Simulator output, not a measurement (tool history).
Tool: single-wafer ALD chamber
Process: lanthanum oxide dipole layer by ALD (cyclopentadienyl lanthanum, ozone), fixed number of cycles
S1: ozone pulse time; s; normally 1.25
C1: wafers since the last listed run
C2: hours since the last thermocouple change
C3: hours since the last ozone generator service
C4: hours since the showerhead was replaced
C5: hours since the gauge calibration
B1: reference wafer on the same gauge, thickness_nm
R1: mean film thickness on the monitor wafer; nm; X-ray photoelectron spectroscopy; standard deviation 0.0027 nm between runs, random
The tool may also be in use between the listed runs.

run	hour	S1	C1	C2	C3	C4	C5	B1	R1
1	0.0	0.98	0	2422.4	81.3	7013.7	1042.8	0.554	0.508
2	25.7	1.25	274	2448.1	107.0	7039.4	1068.5	0.552	0.542
3	87.8	1.56	663	2510.2	169.1	7101.5	1130.6	0.552	0.560
4	137.6	1.56	531	2560.0	218.9	7151.3	1180.4	0.551	0.559
5	165.5	1.25	297	2587.9	246.8	7179.2	1208.3	0.553	0.537
6	196.3	1.25	328	2618.7	277.6	7210.0	1239.1	0.552	0.539
7	261.4	1.51	695	2683.8	342.7	7275.1	1304.2	0.553	0.560
8	319.1	1.51	616	2741.5	400.4	7332.8	1361.9	0.553	0.564
9	366.8	1.25	509	2789.2	448.1	7380.5	1409.6	0.553	0.540
10	407.1	1.25	430	2829.5	488.4	7420.8	1449.9	0.554	0.536
# hour 442.8: ozone generator serviced
11	448.8	1.25	359	2871.2	6.0	7462.5	1491.6	0.553	0.540
12	487.0	1.25	407	2909.4	44.2	7500.7	1529.8	0.553	0.540
# hour 503.5: gauge calibrated
13	517.6	1.44	326	2940.0	74.8	7531.3	14.1	0.553	0.556
# hour 557.2: thermocouple changed; heater temperature recalibrated
14	680.0	0.91	1648	122.8	237.2	7693.7	176.5	0.554	0.492
# hour 703.6: showerhead replaced
15	718.9	1.10	329	161.7	276.1	15.3	215.4	0.554	0.523
16	755.8	1.25	394	198.6	313.0	52.2	252.3	0.553	0.540
17	814.3	1.50	624	257.1	371.5	110.7	310.8	0.553	0.562
18	858.3	0.93	469	301.1	415.5	154.7	354.8	0.552	0.492
19	892.6	1.25	366	335.4	449.8	189.0	389.1	0.553	0.543
20	916.7	0.82	257	359.5	473.9	213.1	413.2	0.553	0.474
21	952.3	1.25	380	395.1	509.5	248.7	448.8	0.553	0.545
# hour 1009.5: ozone generator serviced
22	1037.4	0.95	823	480.2	27.9	333.8	533.9	0.553	0.502
23	1084.5	1.12	502	527.3	75.0	380.9	581.0	0.553	0.526
24	1134.0	1.59	528	576.8	124.5	430.4	630.5	0.552	0.566
25	1205.5	0.85	763	648.3	196.0	501.9	702.0	0.552	0.483
26	1295.7	0.90	963	738.5	286.2	592.1	792.2	0.552	0.491
27	1359.6	1.25	682	802.4	350.1	656.0	856.1	0.553	0.543
28	1396.1	1.48	389	838.9	386.6	692.5	892.6	0.553	0.561
29	1436.6	1.75	432	879.4	427.1	733.0	933.1	0.553	0.568
# hour 1484.2: ozone generator serviced
30	1497.1	0.94	560	939.9	12.9	793.5	993.6	0.554	0.502
31	1536.1	1.25	416	978.9	51.9	832.5	1032.6	0.553	0.540
32	1747.5	1.06	2257	1190.3	263.3	1043.9	1244.0	0.553	0.519
33	1816.9	1.25	741	1259.7	332.7	1113.3	1313.4	0.554	0.537

How the hidden state differs across the entries between the runs, from the last listed run before each to the first after it:
After run 10, before run 11: ozone generator serviced (hour 442.8)
  no hidden state differs between the two runs
After run 12, before run 13: gauge calibrated (hour 503.5)
  no hidden state differs between the two runs
After run 13, before run 14: thermocouple changed; heater temperature recalibrated (hour 557.2)
  no hidden state differs between the two runs
After run 14, before run 15: showerhead replaced (hour 703.6)
  no hidden state differs between the two runs
After run 21, before run 22: ozone generator serviced (hour 1009.5)
  no hidden state differs between the two runs
After run 29, before run 30: ozone generator serviced (hour 1484.2)
  no hidden state differs between the two runs
